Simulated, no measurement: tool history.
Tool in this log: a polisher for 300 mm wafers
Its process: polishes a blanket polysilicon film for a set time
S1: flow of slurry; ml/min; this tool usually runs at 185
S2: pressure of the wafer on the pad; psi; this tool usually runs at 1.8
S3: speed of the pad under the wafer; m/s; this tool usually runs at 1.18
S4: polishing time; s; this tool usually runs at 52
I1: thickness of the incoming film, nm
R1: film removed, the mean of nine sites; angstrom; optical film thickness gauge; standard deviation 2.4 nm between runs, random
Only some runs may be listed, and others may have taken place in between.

run   hour   S1   S2    S3  S4      I1    R1
  1    0.0  185  1.8  1.18  52  1438.3  3117
  2   22.0  185  1.8  1.18  52  1417.4  3084
  3   37.0  185  1.8  1.18  52  1407.6  2989
  4   65.9  185  1.8  1.18  52  1408.0  2942
  5   86.7  185  1.8  1.18  52  1420.8  2890
  6  120.8  205  1.4  1.18  52  1394.2  2219
  7  155.5  205  1.4  1.18  52  1426.2  2217
  8  175.7  205  1.8  0.98  52  1423.9  2422
  9  190.5  185  1.8  1.18  52  1433.7  2814
 10  222.8  185  1.8  1.18  52  1417.8  2844
 11  236.6  185  1.8  1.18  52  1421.4  2839
     240.8  -- worn pad replaced by a new one
 12  261.1  185  1.8  1.18  52  1421.5  3101
 13  279.0  185  1.8  1.18  52  1418.4  3056
 14  297.1  185  1.8  1.18  52  1435.2  2964
 15  330.8  185  1.8  1.18  52  1394.2  2906
 16  346.7  185  1.8  1.18  52  1451.0  2951
 17  373.4  185  1.8  1.18  52  1440.5  2851
 18  394.7  185  1.8  1.18  35  1392.8  1931
 19  410.5  185  1.8  1.18  52  1413.5  2835
 20  430.2  185  2.1  1.04  61  1409.1  3505
 21  452.5  185  2.0  1.18  52  1407.9  3174
     468.8  -- head pressure recalibrated
 22  477.8  185  1.6  1.18  34  1433.6  1659
 23  492.8  205  2.1  1.18  52  1416.7  3382
     509.3  -- worn pad replaced by a new one
 24  509.8  185  1.2  1.44  52  1433.7  2479
 25  529.7  215  1.8  1.18  52  1406.2  3138
 26  554.0  185  1.8  1.18  52  1420.1  3010
     573.4  -- slurry nozzle cleaned
 27  578.5  185  1.8  1.58  52  1439.3  3811
 28  600.6  185  1.8  1.18  52  1426.1  2896
 29  628.4  140  1.6  1.18  52  1412.4  2436
 30  642.4  205  1.4  1.42  52  1413.6  2659
 31  656.6  185  1.8  1.18  52  1435.5  2831
 32  688.3  185  1.8  1.54  52  1430.5  3634
 33  715.5  185  1.8  1.18  58  1428.3  3138
 34  749.6  185  1.4  1.06  63  1438.5  2390
     782.9  -- worn pad replaced by a new one
 35  785.5  185  1.8  1.18  52  1426.3  3104
 36  799.9  185  1.8  1.18  52  1423.2  3081
 37  896.8  240  1.8  1.36  41  1414.1  2708

Here are 4 independent what-if runs from the current tool condition. What would each one return?
  A  897.2  185  1.8  1.18  52  1415.7   ?
  B  897.2  185  2.2  1.18  46  1415.7   ?
  C  897.2  240  2.1  1.48  66  1415.7   ?
  D  897.2  185  1.8  1.04  52  1415.7   ?

run    R1
  A  2891
  B  3126
  C  5475
  D  2574
Without the tool's unlogged condition, the same runs would have read:
run    R1
  A  3174
  B  3432
  C  6011
  D  2826
